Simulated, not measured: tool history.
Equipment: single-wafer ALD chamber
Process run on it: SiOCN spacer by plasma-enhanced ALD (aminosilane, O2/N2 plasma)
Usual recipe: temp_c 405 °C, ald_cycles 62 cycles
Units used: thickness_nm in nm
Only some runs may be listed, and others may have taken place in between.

run    hour  temp_c  ald_cycles  read-back reference wafer on the same gauge, thickness_nm  thickness_nm
  1     0.0     396          54                                                      3.247         3.129
  2    60.0     396          54                                                      3.249         3.146
  3   115.6     405          62                                                      3.249         3.556
      137.8  -- gauge calibrated
  4   216.2     405          62                                                      3.252         3.561
  5   258.1     405          55                                                      3.249         3.150
  6   457.9     405          55                                                      3.246         3.165
  7   502.6     405          55                                                      3.253         3.189
  8   549.2     405          62                                                      3.251         3.596
  9   607.4     405          62                                                      3.252         3.595
 10   638.8     405          62                                                      3.247         3.569
 11   688.8     405          62                                                      3.250         3.593
 12   742.5     405          62                                                      3.251         3.577
 13   770.8     405          62                                                      3.247         3.596
 14   822.2     405          62                                                      3.252         3.609
 15   890.2     405          62                                                      3.251         3.592
 16   945.8     405          62                                                      3.247         3.606
 17  1005.6     405          68                                                      3.252         3.946
     1060.6  -- thermocouple changed; heater temperature recalibrated
 18  1061.7     405          68                                                      3.253         3.900
 19  1095.2     405          62                                                      3.252         3.566
 20  1121.9     405          68                                                      3.249         3.895
 21  1185.1     412          70                                                      3.246         3.937
 22  1253.0     395          70                                                      3.251         4.065
 23  1289.7     405          70                                                      3.250         4.010
 24  1345.6     405          62                                                      3.248         3.574
 25  1408.8     405          62                                                      3.247         3.577
 26  1516.5     412          56                                                      3.247         3.150
     1524.9  -- gauge calibrated
 27  1549.7     405          55                                                      3.249         3.172
 28  1592.4     419          70                                                      3.251         3.849
 29  1623.6     396          50                                                      3.251         2.908
 30  1694.6     405          62                                                      3.248         3.609
 31  1759.5     415          55                                                      3.250         3.080
 32  1794.6     396          65                                                      3.249         3.794
 33  1850.9     415          65                                                      3.249         3.644
 34  1915.5     401          50                                                      3.251         2.909

Estimate the outcome of run 35 from the log above:
 35  1950.2     390          66                                                          ?             ?

read-back reference wafer on the same gauge, thickness_nm: 3.249
thickness_nm: 3.837 nm
With no hidden state in the tool, this same run would have given thickness_nm 3.837 nm.

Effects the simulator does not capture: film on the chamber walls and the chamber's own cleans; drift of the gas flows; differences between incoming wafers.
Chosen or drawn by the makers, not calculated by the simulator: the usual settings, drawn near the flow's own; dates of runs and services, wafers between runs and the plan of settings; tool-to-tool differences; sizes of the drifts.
